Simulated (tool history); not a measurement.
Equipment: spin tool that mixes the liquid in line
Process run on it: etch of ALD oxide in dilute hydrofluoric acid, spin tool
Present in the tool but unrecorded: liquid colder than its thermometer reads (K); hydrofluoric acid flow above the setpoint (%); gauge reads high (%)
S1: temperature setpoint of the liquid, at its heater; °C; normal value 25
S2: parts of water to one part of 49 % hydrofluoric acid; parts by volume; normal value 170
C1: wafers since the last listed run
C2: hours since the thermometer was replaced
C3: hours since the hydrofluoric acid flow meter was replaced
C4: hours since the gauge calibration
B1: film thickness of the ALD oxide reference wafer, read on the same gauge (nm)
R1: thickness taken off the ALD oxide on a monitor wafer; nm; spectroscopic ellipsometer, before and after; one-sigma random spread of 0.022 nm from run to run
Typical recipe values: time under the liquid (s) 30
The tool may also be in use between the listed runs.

run 1 hour=0 | S1=25 S2=170 time_under_the_liquid_(s)=30 | C1=0 C2=530.6 C3=1476.9 C4=980.8 | B1=29.999 | R1=4.456
-- hour=14.1 gauge calibrated
run 2 hour=64.8 | S1=25 S2=170 time_under_the_liquid_(s)=30 | C1=1111 C2=595.4 C3=1541.7 C4=50.7 | B1=30 | R1=4.42
run 3 hour=92.8 | S1=25 S2=170 time_under_the_liquid_(s)=30 | C1=480 C2=623.4 C3=1569.7 C4=78.7 | B1=30.018 | R1=4.47
run 4 hour=117.8 | S1=25 S2=170 time_under_the_liquid_(s)=30 | C1=428 C2=648.4 C3=1594.7 C4=103.7 | B1=29.995 | R1=4.428
run 5 hour=150.3 | S1=21 S2=210 time_under_the_liquid_(s)=30 | C1=557 C2=680.9 C3=1627.2 C4=136.2 | B1=29.994 | R1=2.97
run 6 hour=205.1 | S1=26.5 S2=170 time_under_the_liquid_(s)=40 | C1=940 C2=735.7 C3=1682 C4=191 | B1=30.002 | R1=6.265
run 7 hour=230.4 | S1=26.5 S2=170 time_under_the_liquid_(s)=40 | C1=434 C2=761 C3=1707.3 C4=216.3 | B1=30.01 | R1=6.244
run 8 hour=333.1 | S1=25 S2=170 time_under_the_liquid_(s)=30 | C1=1761 C2=863.7 C3=1810 C4=319 | B1=29.977 | R1=4.389
run 9 hour=366.3 | S1=25 S2=170 time_under_the_liquid_(s)=30 | C1=569 C2=896.9 C3=1843.2 C4=352.2 | B1=30.025 | R1=4.417
run 10 hour=421.9 | S1=25 S2=170 time_under_the_liquid_(s)=30 | C1=953 C2=952.5 C3=1898.8 C4=407.8 | B1=29.968 | R1=4.403
run 11 hour=454.4 | S1=25 S2=170 time_under_the_liquid_(s)=30 | C1=557 C2=985 C3=1931.3 C4=440.3 | B1=29.961 | R1=4.351
run 12 hour=493.6 | S1=25 S2=225 time_under_the_liquid_(s)=40 | C1=672 C2=1024.2 C3=1970.5 C4=479.5 | B1=30.005 | R1=4.145
-- hour=607.4 hydrofluoric acid flow meter replaced
run 13 hour=629.1 | S1=25 S2=225 time_under_the_liquid_(s)=40 | C1=2307 C2=1159.7 C3=21.7 C4=615 | B1=30.025 | R1=4.122
run 14 hour=685.3 | S1=25 S2=225 time_under_the_liquid_(s)=40 | C1=964 C2=1215.9 C3=77.9 C4=671.2 | B1=29.985 | R1=4.132
run 15 hour=715 | S1=25 S2=170 time_under_the_liquid_(s)=30 | C1=509 C2=1245.6 C3=107.6 C4=700.9 | B1=29.984 | R1=4.399
run 16 hour=780.1 | S1=25 S2=170 time_under_the_liquid_(s)=30 | C1=1116 C2=1310.7 C3=172.7 C4=766 | B1=29.995 | R1=4.317
run 17 hour=838.2 | S1=28.5 S2=170 time_under_the_liquid_(s)=45 | C1=996 C2=1368.8 C3=230.8 C4=824.1 | B1=29.999 | R1=7.449
run 18 hour=891.9 | S1=21 S2=210 time_under_the_liquid_(s)=30 | C1=921 C2=1422.5 C3=284.5 C4=877.8 | B1=29.996 | R1=2.898
run 19 hour=991.9 | S1=25 S2=170 time_under_the_liquid_(s)=30 | C1=1715 C2=1522.5 C3=384.5 C4=977.8 | B1=30.016 | R1=4.339
run 20 hour=1036.4 | S1=30 S2=105 time_under_the_liquid_(s)=30 | C1=763 C2=1567 C3=429 C4=1022.3 | B1=30.025 | R1=9.04
run 21 hour=1086.1 | S1=30 S2=120 time_under_the_liquid_(s)=45 | C1=852 C2=1616.7 C3=478.7 C4=1072 | B1=29.984 | R1=11.765
-- hour=1137.3 thermometer replaced
run 22 hour=1137.8 | S1=28.5 S2=170 time_under_the_liquid_(s)=15 | C1=869 C2=0.5 C3=530.4 C4=1123.7 | B1=29.989 | R1=2.585
-- hour=1155.4 gauge calibrated
run 23 hour=1194.1 | S1=25 S2=205 time_under_the_liquid_(s)=15 | C1=965 C2=56.8 C3=586.7 C4=38.7 | B1=29.982 | R1=1.808
run 24 hour=1273.6 | S1=25 S2=170 time_under_the_liquid_(s)=30 | C1=1363 C2=136.3 C3=666.2 C4=118.2 | B1=29.988 | R1=4.502
run 25 hour=1337.7 | S1=25 S2=95 time_under_the_liquid_(s)=30 | C1=1099 C2=200.4 C3=730.3 C4=182.3 | B1=30.006 | R1=8.792
run 26 hour=1517.8 | S1=25 S2=170 time_under_the_liquid_(s)=30 | C1=3089 C2=380.5 C3=910.4 C4=362.4 | B1=29.987 | R1=4.459
run 27 hour=1560.8 | S1=28 S2=170 time_under_the_liquid_(s)=20 | C1=737 C2=423.5 C3=953.4 C4=405.4 | B1=29.995 | R1=3.292
run 28 hour=1589.3 | S1=22 S2=170 time_under_the_liquid_(s)=30 | C1=488 C2=452 C3=981.9 C4=433.9 | B1=29.99 | R1=3.983
run 29 hour=1658.9 | S1=25 S2=170 time_under_the_liquid_(s)=15 | C1=1194 C2=521.6 C3=1051.5 C4=503.5 | B1=30.016 | R1=2.22
run 30 hour=1717.1 | S1=30 S2=225 time_under_the_liquid_(s)=40 | C1=998 C2=579.8 C3=1109.7 C4=561.7 | B1=30.003 | R1=5.03

The next listed run, before its measurement:
run 31 hour=1741.7 | S1=25 S2=170 time_under_the_liquid_(s)=30 | C1=422 C2=604.4 C3=1134.3 C4=586.3 | B1=? | R1=?

{"run 31": {"B1": 30.004, "R1": 4.435}}
On a tool with no hidden condition, and with the same random variation, this run would have come out at R1 4.541 nm.
